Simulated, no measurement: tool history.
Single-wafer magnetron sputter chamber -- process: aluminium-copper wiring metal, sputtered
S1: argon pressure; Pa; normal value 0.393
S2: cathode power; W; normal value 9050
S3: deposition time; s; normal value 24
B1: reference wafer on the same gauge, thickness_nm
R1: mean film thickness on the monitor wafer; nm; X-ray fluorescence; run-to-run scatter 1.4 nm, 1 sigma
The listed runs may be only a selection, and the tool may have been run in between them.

run 1 hour=0 | S1=0.511 S2=9050 S3=25.6 | B1=370.504 | R1=396.602
run 2 hour=7.8 | S1=0.511 S2=9050 S3=25.6 | B1=370.57 | R1=396.546
run 3 hour=24.2 | S1=0.511 S2=9050 S3=25.6 | B1=371.038 | R1=395.168
run 4 hour=35.7 | S1=0.504 S2=9050 S3=24 | B1=370.738 | R1=372.36
run 5 hour=48.9 | S1=0.504 S2=9050 S3=24 | B1=371.009 | R1=373.693
run 6 hour=65.4 | S1=0.393 S2=9050 S3=24 | B1=370.972 | R1=392.143
run 7 hour=71.5 | S1=0.352 S2=9050 S3=24 | B1=370.663 | R1=399.05
run 8 hour=80.3 | S1=0.393 S2=9050 S3=24 | B1=371.443 | R1=391.539
run 9 hour=90.2 | S1=0.393 S2=9050 S3=20.4 | B1=370.839 | R1=333.939
run 10 hour=98.5 | S1=0.393 S2=9050 S3=20.4 | B1=370.967 | R1=334.797
run 11 hour=115.4 | S1=0.393 S2=9050 S3=23 | B1=370.575 | R1=375.683
run 12 hour=130.8 | S1=0.393 S2=8250 S3=24 | B1=370.804 | R1=367.174
-- hour=133.2 gauge calibrated
run 13 hour=136.8 | S1=0.393 S2=9050 S3=24 | B1=371.127 | R1=392.723
run 14 hour=145.5 | S1=0.393 S2=9050 S3=24 | B1=370.69 | R1=393.02
run 15 hour=158.9 | S1=0.393 S2=7300 S3=21.4 | B1=371.045 | R1=300.146
run 16 hour=166.3 | S1=0.393 S2=9050 S3=20.9 | B1=370.9 | R1=341.144
run 17 hour=180 | S1=0.531 S2=11150 S3=19.6 | B1=370.947 | R1=348.205
run 18 hour=188.1 | S1=0.393 S2=8200 S3=24 | B1=371.067 | R1=364.294
-- hour=197 magnet pack replaced
run 19 hour=197.6 | S1=0.34 S2=11000 S3=22.3 | B1=371.462 | R1=434.053
run 20 hour=210.6 | S1=0.393 S2=9050 S3=24 | B1=371.05 | R1=387.851
run 21 hour=218.4 | S1=0.504 S2=9050 S3=24 | B1=370.647 | R1=370.89
run 22 hour=235 | S1=0.535 S2=8450 S3=26.9 | B1=371.124 | R1=389.858
-- hour=246.2 sputter target and shields replaced
run 23 hour=246.7 | S1=0.393 S2=9050 S3=24 | B1=370.973 | R1=387.014
run 24 hour=252.7 | S1=0.238 S2=10250 S3=21.9 | B1=370.805 | R1=416.887
run 25 hour=259.9 | S1=0.393 S2=10550 S3=24 | B1=370.981 | R1=434.515
run 26 hour=269.6 | S1=0.475 S2=9050 S3=28 | B1=370.819 | R1=429.009
-- hour=279 capacitance manometer re-zeroed and calibrated
run 27 hour=284.3 | S1=0.393 S2=9050 S3=24 | B1=370.757 | R1=382.527
run 28 hour=291.4 | S1=0.393 S2=9050 S3=24 | B1=371.026 | R1=383.257
-- hour=305.3 sputter target and shields replaced, repeated, since the last time left the tool worse
run 29 hour=307.1 | S1=0.531 S2=11150 S3=19.6 | B1=370.872 | R1=359.787
run 30 hour=324.6 | S1=0.3 S2=9050 S3=26.2 | B1=371.039 | R1=459.548
run 31 hour=336.9 | S1=0.481 S2=8400 S3=22.2 | B1=370.969 | R1=334.642
run 32 hour=348.4 | S1=0.393 S2=10000 S3=26.9 | B1=370.615 | R1=484.033
run 33 hour=365.7 | S1=0.393 S2=7350 S3=24 | B1=370.852 | R1=342.289
run 34 hour=395.3 | S1=0.393 S2=9050 S3=24 | B1=370.932 | R1=395.572
run 35 hour=402.8 | S1=0.393 S2=9050 S3=24 | B1=371.238 | R1=396.687

Selected run-to-run steps in R1, each split into two signed amounts: the part the tool would show with no hidden state at all (from settings, incoming material and random variation), and the remainder, which goes to the hidden state together with any gauge scatter not common to the measured and the hidden-state-free results:
The tool's hidden condition here consists of: deposition rate above that of a new target (%); true argon pressure above the setpoint (%); gauge reads high (%).
Run 14 -> 15: S2 9050 -> 7300, S3 24 -> 21.4. R1 -92.874 nm: hidden state +2.777, all else -95.651.
Run 22 -> 23: S1 0.535 -> 0.393, S2 8450 -> 9050, S3 26.9 -> 24, sputter target and shields replaced. R1 -2.844 nm: hidden state -6.841, all else +3.997.
Run 28 -> 29: S1 0.393 -> 0.531, S2 9050 -> 11150, S3 24 -> 19.6, sputter target and shields replaced, repeated, since the last time left the tool worse. R1 -23.47 nm: hidden state +21.777, all else -45.247.
Run 30 -> 31: S1 0.3 -> 0.481, S2 9050 -> 8400, S3 26.2 -> 22.2. R1 -124.906 nm: hidden state +0.05, all else -124.956.
Run 31 -> 32: S1 0.481 -> 0.393, S2 8400 -> 10000, S3 22.2 -> 26.9. R1 +149.391 nm: hidden state -2.084, all else +151.475.
Run 32 -> 33: S2 10000 -> 7350, S3 26.9 -> 24. R1 -141.744 nm: hidden state +0.553, all else -142.297.
